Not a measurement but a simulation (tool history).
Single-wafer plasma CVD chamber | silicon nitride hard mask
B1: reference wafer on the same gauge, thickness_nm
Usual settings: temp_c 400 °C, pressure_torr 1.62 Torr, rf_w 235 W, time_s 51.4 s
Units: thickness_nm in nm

run 1 hour=0 | temp_c=400 pressure_torr=1.62 rf_w=245 time_s=51.4 | B1=56.369 | thickness_nm=50.745
run 2 hour=53.6 | temp_c=400 pressure_torr=1.62 rf_w=245 time_s=51.4 | B1=56.192 | thickness_nm=50.941
run 3 hour=150.6 | temp_c=400 pressure_torr=1.62 rf_w=235 time_s=51.4 | B1=56.215 | thickness_nm=48.672
run 4 hour=222.6 | temp_c=400 pressure_torr=1.62 rf_w=235 time_s=51.4 | B1=56.12 | thickness_nm=48.76
run 5 hour=295.5 | temp_c=400 pressure_torr=1.62 rf_w=235 time_s=46 | B1=56.088 | thickness_nm=43.62
run 6 hour=379.1 | temp_c=400 pressure_torr=1.62 rf_w=235 time_s=46 | B1=55.994 | thickness_nm=43.5
run 7 hour=475.4 | temp_c=400 pressure_torr=1.62 rf_w=235 time_s=57.2 | B1=56.036 | thickness_nm=54.318
-- hour=640.7 capacitance manometer re-zeroed and calibrated
-- hour=719.7 gauge calibrated
-- hour=729.9 RF generator calibrated
run 8 hour=781.7 | temp_c=400 pressure_torr=1.62 rf_w=235 time_s=57.2 | B1=57.531 | thickness_nm=55.59
run 9 hour=842.6 | temp_c=412 pressure_torr=2 rf_w=265 time_s=48.6 | B1=57.311 | thickness_nm=54.455
-- hour=871.3 showerhead replaced
run 10 hour=879.1 | temp_c=406 pressure_torr=1.78 rf_w=235 time_s=55.4 | B1=57.284 | thickness_nm=54.33
-- hour=903.1 thermocouple changed; heater temperature recalibrated
run 11 hour=962.2 | temp_c=400 pressure_torr=1.42 rf_w=235 time_s=51.4 | B1=56.894 | thickness_nm=47.6
run 12 hour=1038.5 | temp_c=393 pressure_torr=1.62 rf_w=250 time_s=51.4 | B1=56.758 | thickness_nm=51.57
run 13 hour=1098.1 | temp_c=395 pressure_torr=1.37 rf_w=205 time_s=60.8 | B1=56.615 | thickness_nm=48.966
run 14 hour=1140.4 | temp_c=400 pressure_torr=1.62 rf_w=235 time_s=51.4 | B1=56.442 | thickness_nm=48.918
run 15 hour=1203 | temp_c=400 pressure_torr=1.62 rf_w=235 time_s=51.4 | B1=56.394 | thickness_nm=49.4
run 16 hour=1309 | temp_c=390 pressure_torr=1.24 rf_w=220 time_s=51.4 | B1=56.254 | thickness_nm=42.451
run 17 hour=1407.7 | temp_c=386 pressure_torr=1.29 rf_w=205 time_s=57.6 | B1=56.154 | thickness_nm=45.433

Some steps in thickness_nm between neighbouring runs. How much of each would the tool show without its hidden state too (settings, what came in, random variation), and how much is left for the hidden state, with any gauge scatter that isn't in both results?
The hidden state here: wafer temperature above the value expected at the setpoint (K); delivered RF power above the setpoint (%); true pressure above the setpoint (%); gauge reads high (%).
Run 6 -> 7: time_s 46 -> 57.2. thickness_nm +10.818 nm: hidden state -0.373, all else +11.191.
Run 7 -> 8: capacitance manometer re-zeroed and calibrated, gauge calibrated, RF generator calibrated. thickness_nm +1.272 nm: hidden state +1.546, all else -0.274.
